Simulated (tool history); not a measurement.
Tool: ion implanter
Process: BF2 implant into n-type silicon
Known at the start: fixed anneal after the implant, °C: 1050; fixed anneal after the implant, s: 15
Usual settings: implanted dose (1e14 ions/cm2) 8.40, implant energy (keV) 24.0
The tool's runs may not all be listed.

run,day,implanted dose (1e14 ions/cm2),implant energy (keV),"read-back reference wafer on the same gauge, sheet resistance",sheet resistance of the implanted and annealed layer (ohm/square)
1,0.000,8.40,24.0,167.81,161.36
2,2.408,8.40,24.0,167.97,162.70
3,3.654,8.40,24.0,168.19,161.70
4,6.642,8.40,20.5,168.54,167.87
5,8.742,8.40,20.5,168.69,167.18
6,10.267,8.40,24.0,169.07,163.06
7,12.658,8.40,24.0,169.38,162.52
8,14.396,10.08,24.0,169.69,145.00
9,17.175,7.29,24.0,170.02,181.57
10,18.533,7.79,27.0,170.43,170.18
11,20.650,7.79,27.0,170.67,170.06
12,23.483,7.79,27.0,171.34,170.94
13,25.200,6.56,30.5,171.68,193.57
14,30.321,6.56,30.5,166.52,186.04
15,38.342,6.56,30.5,166.87,188.25
16,39.879,7.79,28.0,166.96,165.02
17,41.067,7.79,28.0,166.89,164.62
18,42.254,7.79,28.0,166.96,165.20
19,46.200,8.40,24.0,167.39,161.17
20,47.221,8.40,24.0,167.57,161.60
21,48.471,6.78,31.5,167.63,182.10
22,50.000,7.79,28.0,167.79,166.22
23,52.492,8.40,24.0,168.05,162.82
24,55.329,6.28,21.0,168.53,204.45
25,56.438,6.78,31.5,168.54,184.30
26,57.871,6.15,21.0,168.76,209.27
27,59.833,8.40,24.0,169.05,162.54
28,64.621,8.40,27.5,169.87,159.11
29,65.700,8.40,31.5,170.13,156.02
30,66.858,7.79,28.0,170.36,168.31
31,69.096,8.40,29.0,170.91,157.22
32,71.779,8.40,26.5,171.39,161.77
33,73.342,8.40,24.0,171.73,165.30
34,75.850,10.46,20.0,172.35,151.70
35,77.679,10.73,29.0,172.82,136.28
36,79.404,7.59,20.5,173.32,183.92
37,81.017,5.93,21.5,173.62,219.12
38,83.350,7.28,27.5,166.77,175.16

Not shown: 6 entries that the log had between the listed runs. Between which runs, and how does the tool's hidden state differ before and after?
Between runs 3 and 4: Faraday cup replaced and dose calibrated (day 5.333)
  gauge reads high (%): 0.691 -> 0.898
  measured less the result without the state, sheet resistance of the implanted and annealed layer (ohm/square): +1.11 -> +1.49
Between runs 13 and 14: gauge calibrated (day 29.375)
  gauge reads high (%): 2.81 -> -0.202
  measured less the result without the state, sheet resistance of the implanted and annealed layer (ohm/square): +5.29 -> -0.38
Between runs 14 and 15: Faraday cup replaced and dose calibrated (day 34.521)
  gauge reads high (%): -0.202 -> -0.0773
  measured less the result without the state, sheet resistance of the implanted and annealed layer (ohm/square): -0.38 -> -0.14
Between runs 26 and 27: extraction supply calibrated (day 59.200)
  gauge reads high (%): 1.07 -> 1.25
  measured less the result without the state, sheet resistance of the implanted and annealed layer (ohm/square): +2.22 -> +2.01
Between runs 30 and 31: Faraday cup replaced and dose calibrated (day 69.075)
  gauge reads high (%): 2 -> 2.27
  measured less the result without the state, sheet resistance of the implanted and annealed layer (ohm/square): +3.30 -> +3.50
Between runs 37 and 38: gauge calibrated (day 81.317)
  gauge reads high (%): 3.98 -> -0.18
  measured less the result without the state, sheet resistance of the implanted and annealed layer (ohm/square): +8.39 -> -0.32
